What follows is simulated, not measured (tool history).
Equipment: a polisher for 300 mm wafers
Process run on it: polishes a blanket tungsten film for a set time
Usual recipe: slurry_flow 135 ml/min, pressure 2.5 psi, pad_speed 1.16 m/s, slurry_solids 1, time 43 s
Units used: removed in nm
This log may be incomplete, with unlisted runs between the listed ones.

run     day  slurry_flow  pressure  pad_speed  slurry_solids  time  wafers since the last listed run  wafers polished on this pad  hours since the slurry nozzle was cleaned  hours since the head pressure was calibrated  hours since the slurry blender was calibrated  hours since the slurry got fresh peroxide  incoming thickness of the incoming film, nm  removed
  1       0          135       2.5       1.16              1    43                                 0                          744                                      663.8                                         690.4                                            164                                       68.1                                       1179.8    179.7
  2   0.592          135       2.5       1.16            1.2    43                               100                          845                                        678                                         704.6                                          178.2                                       82.3                                       1207.2    186.3
        0.9  -- slurry tank refilled with fresh slurry and peroxide
      1.446  -- worn pad replaced by a new one
  3   1.467          135       2.5       1.16              1    43                               112                            3                                        699                                         725.6                                          199.2                                       13.6                                         1192    187.3
  4   2.129          135       2.5       1.16              1    43                               112                          115                                      714.9                                         741.5                                          215.1                                       29.5                                       1209.2    181.9
  5   3.625          135       2.5       1.16              1    43                               253                          369                                      750.8                                         777.4                                            251                                       65.4                                       1187.6    179.4
      4.521  -- slurry tank refilled with fresh slurry and peroxide
  6   4.842          105       2.5       1.16              1    43                               199                          568                                        780                                         806.6                                          280.2                                        7.7                                       1219.9    165.7
  7   5.796          105       2.5       1.16              1    43                               161                          730                                      802.9                                         829.5                                          303.1                                       30.6                                       1191.8    168.9
      6.854  -- head pressure recalibrated
      7.917  -- worn pad replaced by a new one
      7.979  -- slurry blender recalibrated
      8.192  -- slurry tank refilled with fresh slurry and peroxide
  8   9.296          150       2.5       1.16              1    43                               532                          216                                      886.9                                          58.6                                           31.6                                       26.5                                       1188.5    175.2
  9  10.758          135       2.5       1.44            0.8    43                               247                          464                                        922                                          93.7                                           66.7                                       61.6                                         1181      191
       11.7  -- slurry tank refilled with fresh slurry and peroxide
 10  11.988          135       2.5       1.16              1    58                               201                          665                                      951.5                                         123.2                                           96.2                                        6.9                                       1203.8    231.3
     13.825  -- slurry nozzle cleaned
     14.808  -- worn pad replaced by a new one
     15.471  -- slurry tank refilled with fresh slurry and peroxide
 11  16.233          135       2.5       1.16              1    43                               676                          234                                       57.8                                         225.1                                          198.1                                       18.3                                       1191.7    176.5
 12  17.671          135       1.8       1.16            1.1    43                               243                          477                                       92.3                                         259.6                                          232.6                                       52.8                                       1201.1    133.1
 13  18.225          170       2.5       1.16            1.3    39                                93                          571                                      105.6                                         272.9                                          245.9                                       66.1                                       1177.9    182.7

Run 14, settings as shown, results not yet in. Your forecast:
     19.446  -- slurry tank refilled with fresh slurry and peroxide
 14  19.6          155       2.5       1.16           1.25    43                               225                          797                                      138.6                                         305.9                                          278.9                                        3.7                                       1216.9        ?

removed: 196.1 nm
If the tool had no hidden condition, the same run with the same run-to-run variation would have returned removed 188.7 nm.

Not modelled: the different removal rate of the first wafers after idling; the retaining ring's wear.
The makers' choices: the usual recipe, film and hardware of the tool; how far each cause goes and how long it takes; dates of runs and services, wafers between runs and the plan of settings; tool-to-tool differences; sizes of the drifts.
